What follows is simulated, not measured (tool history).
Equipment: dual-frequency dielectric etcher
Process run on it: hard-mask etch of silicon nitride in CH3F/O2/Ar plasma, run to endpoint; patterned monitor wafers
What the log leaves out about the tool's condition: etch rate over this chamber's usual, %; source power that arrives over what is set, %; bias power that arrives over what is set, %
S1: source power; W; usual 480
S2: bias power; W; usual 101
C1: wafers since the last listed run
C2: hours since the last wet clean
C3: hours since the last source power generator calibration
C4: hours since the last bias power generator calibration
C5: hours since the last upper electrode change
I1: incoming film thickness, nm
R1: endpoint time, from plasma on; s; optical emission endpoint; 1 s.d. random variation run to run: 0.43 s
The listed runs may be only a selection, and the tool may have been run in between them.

run   hour   S1   S2   C1     C2      C3      C4      C5     I1    R1
  1    0.0  480  101    0  238.4  2208.5  2607.6  4697.8  40.12  50.2
  2   26.3  480  101  184  264.7  2234.8  2633.9  4724.1  40.11  50.2
  3   48.4  480  101  155  286.8  2256.9  2656.0  4746.2  40.16  50.5
  4   83.9  520  101  249  322.3  2292.4  2691.5  4781.7  39.93  48.1
  5  106.2  520  101  156  344.6  2314.7  2713.8  4804.0  40.25  48.9
  6  121.8  560  115  109  360.2  2330.3  2729.4  4819.6  39.80  43.2
  7  152.7  560  115  216  391.1  2361.2  2760.3  4850.5  40.26  44.7
  8  178.9  560  115  183  417.3  2387.4  2786.5  4876.7  39.77  45.1
  9  205.3  450  101  185  443.7  2413.8  2812.9  4903.1  40.30  51.8
 10  228.5  450  101  162  466.9  2437.0  2836.1  4926.3  40.32  52.6
 11  260.0  450  101  221  498.4  2468.5  2867.6  4957.8  40.29  52.1
 12  287.5  480  101  193  525.9  2496.0  2895.1  4985.3  39.69  50.1
 13  321.8  480  101  240  560.2  2530.3  2929.4  5019.6  39.94  51.0
 14  339.6  480  101  124  578.0  2548.1  2947.2  5037.4  40.14  51.1
 15  358.1  480  101  129  596.5  2566.6  2965.7  5055.9  39.98  51.4
     362.4  -- bias power generator calibrated
 16  378.1  480  101  112  616.5  2586.6    15.7  5075.9  40.39  52.4
 17  406.0  580  125  195  644.4  2614.5    43.6  5103.8  39.95  43.5
     436.6  -- source power generator calibrated
 18  438.9  420   85  202  677.3     2.3    76.5  5136.7  39.62  59.5
     480.9  -- wet clean of the chamber
 19  481.4  410  113  129    0.5    44.8   119.0  5179.2  40.53  50.6
 20  489.9  380   81   59    9.0    53.3   127.5  5187.7  39.93  60.0
     529.0  -- upper electrode replaced
 21  529.5  410  101  109   48.6    92.9   167.1     0.5  39.49  52.3
 22  553.2  480  101  166   72.3   116.6   190.8    24.2  39.79  48.8
 23  578.5  480  101  177   97.6   141.9   216.1    49.5  39.95  49.0
 24  604.7  550  108  183  123.8   168.1   242.3    75.7  39.93  44.5
 25  617.3  440   87   88  136.4   180.7   254.9    88.3  40.28  55.3
 26  634.0  600  123  117  153.1   197.4   271.6   105.0  39.78  41.4
 27  655.8  530   80  153  174.9   219.2   293.4   126.8  40.17  52.3
 28  683.5  450  101  194  202.6   246.9   321.1   154.5  39.87  50.8
 29  707.2  590   89  166  226.3   270.6   344.8   178.2  40.08  48.2
 30  740.9  450  101  236  260.0   304.3   378.5   211.9  40.12  52.0

For each run, what was the tool's unlogged condition?
source power that arrives over what is set, %: 0 in every run
bias power that arrives over what is set, %: 0 in every run
H1: etch rate over this chamber's usual, %
run      H1
  1   -2.23
  2   -2.45
  3   -2.63
  4   -2.92
  5   -3.11
  6   -3.24
  7   -3.49
  8   -3.71
  9   -3.92
 10   -4.11
 11   -4.37
 12    -4.6
 13   -4.88
 14   -5.03
 15   -5.18
 16   -5.35
 17   -5.58
 18   -5.85
 19  -0.549
 20  -0.619
 21  -0.945
 22   -1.14
 23   -1.35
 24   -1.56
 25   -1.67
 26   -1.81
 27   -1.98
 28   -2.21
 29   -2.41
 30   -2.69
